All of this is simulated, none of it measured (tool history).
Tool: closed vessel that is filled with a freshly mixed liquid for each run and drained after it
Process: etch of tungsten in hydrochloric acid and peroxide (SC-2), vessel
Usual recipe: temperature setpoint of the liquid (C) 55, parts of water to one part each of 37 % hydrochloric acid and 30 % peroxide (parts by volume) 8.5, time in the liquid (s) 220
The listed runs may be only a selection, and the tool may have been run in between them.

run,hour,temperature setpoint of the liquid (C),parts of water to one part each of 37 % hydrochloric acid and 30 % peroxide (parts by volume),time in the liquid (s),wafers since the last listed run,hours since the thermometer was replaced,hours since the chemicals flow meter was replaced,hours since the drum of peroxide was connected,hours since the gauge calibration,"read-back film thickness of the tungsten reference wafer, read on the same gauge (nm)",thickness taken off the tungsten on a monitor wafer (nm)
1,0,55,6.5,155,0,2312.5,1094.3,195.5,581.3,119.7,46.92
2,35,55,5.5,220,2002,2347.5,1129.3,230.5,616.3,119.6,75.45
3,49.6,55,5.5,220,835,2362.1,1143.9,245.1,630.9,119.63,75.4
4,85.2,55,5.5,220,2036,2397.7,1179.5,280.7,666.5,119.63,75.58
5,117.5,55,8.5,220,1847,2430,1211.8,313,698.8,119.5,54.03
6,150.1,55,8.5,220,1864,2462.6,1244.4,345.6,731.4,119.42,53.36
7,176.9,55,8.5,220,1533,2489.4,1271.2,372.4,758.2,119.35,53.97
8,199.2,55,8.5,270,1275,2511.7,1293.5,394.7,780.5,119.25,65.66
9,233.9,55,8.5,270,1985,2546.4,1328.2,429.4,815.2,119.26,65.64
10,253.1,50,6.5,105,1098,2565.6,1347.4,448.6,834.4,119.19,22.65
11,275.2,47,8.5,220,1264,2587.7,1369.5,470.7,856.5,119.08,31.52
# hour 296.4: new drum of peroxide connected
12,305.2,49.5,6,185,1659,2617.7,1399.5,8.8,886.5,119.09,41.24
13,321.4,55,10.5,220,926,2633.9,1415.7,25,902.7,119.02,45.19
14,411.8,55,8.5,220,5171,2724.3,1506.1,115.4,993.1,118.76,53.55
# hour 423.3: thermometer replaced
15,427.5,65,7.5,115,840,4.2,1521.8,131.1,1008.8,118.72,57.66
16,440.5,55,8.5,220,743,17.2,1534.8,144.1,1021.8,118.74,53.51
# hour 443.8: gauge calibrated
17,457.1,51.5,7.5,340,949,33.8,1551.4,160.7,13.3,120.14,73.1
# hour 484.9: chemicals flow meter replaced
18,542.6,58.5,5,285,4834,119.3,57.7,246.2,98.8,120.11,130.98
19,566.2,50,6.5,105,1350,142.9,81.3,269.8,122.4,120.17,22.86
20,600.5,52,11.5,300,1962,177.2,115.6,304.1,156.7,120.18,47.15
21,629.9,59.5,10,330,1681,206.6,145,333.5,186.1,120.1,93.86
22,643.7,62,5,315,789,220.4,158.8,347.3,199.9,120.09,181.24
23,659,48,8.5,295,875,235.7,174.1,362.6,215.2,120.07,45.59
24,675.5,55,8.5,220,943,252.2,190.6,379.1,231.7,120.05,53.95
25,696.8,64.5,11.5,270,1218,273.5,211.9,400.4,253,120.04,93.49
26,729.7,62,7,150,1882,306.4,244.8,433.3,285.9,120.02,67.06
27,755.4,59.5,4.5,255,1470,332.1,270.5,459,311.6,120.01,134.19
28,768.3,55,8.5,220,737,345,283.4,471.9,324.5,119.99,53.96
29,793.7,64,6,285,1453,370.4,308.8,497.3,349.9,120.01,162.05

Consider 5 possible next runs. They are alternatives, not a sequence: every one starts from the tool as it was left by run 29. What does each give?
A,794.4,55,8.5,220,40,371.1,309.5,498,350.6,?,?
B,794.4,60,10.5,180,40,371.1,309.5,498,350.6,?,?
C,794.4,46.5,6,285,40,371.1,309.5,498,350.6,?,?
D,794.4,55,7.5,220,40,371.1,309.5,498,350.6,?,?
E,794.4,55,8.5,335,40,371.1,309.5,498,350.6,?,?

run,"read-back film thickness of the tungsten reference wafer, read on the same gauge (nm)",thickness taken off the tungsten on a monitor wafer (nm)
A,119.98,53.59
B,119.98,50.64
C,119.98,51.83
D,119.98,59.23
E,119.98,81.6
Without the tool's hidden state the same runs would have given:
run,thickness taken off the tungsten on a monitor wafer (nm)
A,53.6
B,50.66
C,51.84
D,59.25
E,81.63
